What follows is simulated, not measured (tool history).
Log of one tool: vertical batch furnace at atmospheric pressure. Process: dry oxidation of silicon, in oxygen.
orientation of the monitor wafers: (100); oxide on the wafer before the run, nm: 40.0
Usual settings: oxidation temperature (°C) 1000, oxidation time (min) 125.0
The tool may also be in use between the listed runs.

| run | day | oxidation temperature (°C) | oxidation time (min) | read-back reference wafer on the same gauge, thickness | oxide thickness on the monitor wafer (Å) |
|---|---|---|---|---|---|
| 1 | 0.000 | 1000 | 125.0 | 99.63 | 899.7 |
| 2 | 1.304 | 1000 | 125.0 | 99.45 | 897.7 |
| 3 | 3.525 | 1007 | 125.0 | 99.75 | 941.6 |
| 4 | 5.796 | 1018 | 157.0 | 99.57 | 1143.0 |
| 5 | 8.296 | 1018 | 157.0 | 99.75 | 1149.4 |
| 6 | 10.954 | 1018 | 157.0 | 99.59 | 1146.3 |
| 7 | 16.162 | 1000 | 90.0 | 99.64 | 764.2 |
| 8 | 17.179 | 1011 | 101.5 | 99.60 | 867.4 |
| 9 | 18.554 | 1011 | 125.0 | 99.55 | 966.6 |
| 10 | 20.350 | 1011 | 125.0 | 99.62 | 965.1 |
| 11 | 23.292 | 1000 | 103.5 | 99.56 | 820.3 |
| 12 | 25.100 | 1000 | 103.5 | 99.60 | 822.0 |
| 13 | 27.442 | 1000 | 103.5 | 99.55 | 818.5 |
| 14 | 29.017 | 1000 | 125.0 | 99.62 | 897.3 |
| 15 | 31.692 | 1000 | 125.0 | 99.67 | 897.3 |
| 16 | 33.204 | 1000 | 156.0 | 99.58 | 1009.8 |
| 17 | 34.333 | 1000 | 156.0 | 99.56 | 1003.5 |
| 18 | 35.975 | 979 | 185.0 | 99.53 | 972.9 |
| 19 | 38.321 | 1018 | 74.5 | 99.57 | 781.2 |
| 20 | 39.350 | 1000 | 125.0 | 99.54 | 898.2 |
| 21 | 42.300 | 981 | 83.0 | 99.53 | 670.4 |
|  | 44.233 | boat lift adjusted |
| 22 | 44.254 | 1020 | 143.0 | 99.61 | 1125.9 |
| 23 | 45.221 | 981 | 170.0 | 99.62 | 957.9 |
| 24 | 47.071 | 1010 | 163.0 | 99.70 | 1132.1 |
| 25 | 48.479 | 1020 | 86.0 | 99.51 | 862.6 |
|  | 49.758 | gauge calibrated |
| 26 | 51.179 | 1000 | 106.5 | 99.62 | 846.1 |
| 27 | 52.850 | 1000 | 80.0 | 99.74 | 739.2 |
|  | 54.404 | thermocouples replaced and temperature profile calibrated |
| 28 | 54.425 | 1019 | 125.0 | 99.63 | 1039.8 |
| 29 | 55.029 | 991 | 147.0 | 99.48 | 938.6 |
| 30 | 56.850 | 1000 | 125.0 | 99.62 | 916.1 |
| 31 | 57.942 | 1014 | 108.5 | 99.60 | 933.5 |
| 32 | 60.821 | 1000 | 125.0 | 99.64 | 911.5 |
| 33 | 62.433 | 1022 | 166.5 | 99.69 | 1231.4 |
| 34 | 69.671 | 992 | 93.5 | 99.69 | 755.4 |

Forecast each of these 3 alternatives for the next run:
| A | 69.921 | 1000 | 125.0 | ? | ? |
| B | 69.921 | 1010 | 168.5 | ? | ? |
| C | 69.921 | 1021 | 160.5 | ? | ? |

| run | read-back reference wafer on the same gauge, thickness | oxide thickness on the monitor wafer (Å) |
|---|---|---|
| A | 99.67 | 911.6 |
| B | 99.67 | 1143.9 |
| C | 99.67 | 1201.5 |
Without the tool's hidden state the same runs would have given:
| run | oxide thickness on the monitor wafer (Å) |
|---|---|
| A | 915.1 |
| B | 1148.7 |
| C | 1206.4 |

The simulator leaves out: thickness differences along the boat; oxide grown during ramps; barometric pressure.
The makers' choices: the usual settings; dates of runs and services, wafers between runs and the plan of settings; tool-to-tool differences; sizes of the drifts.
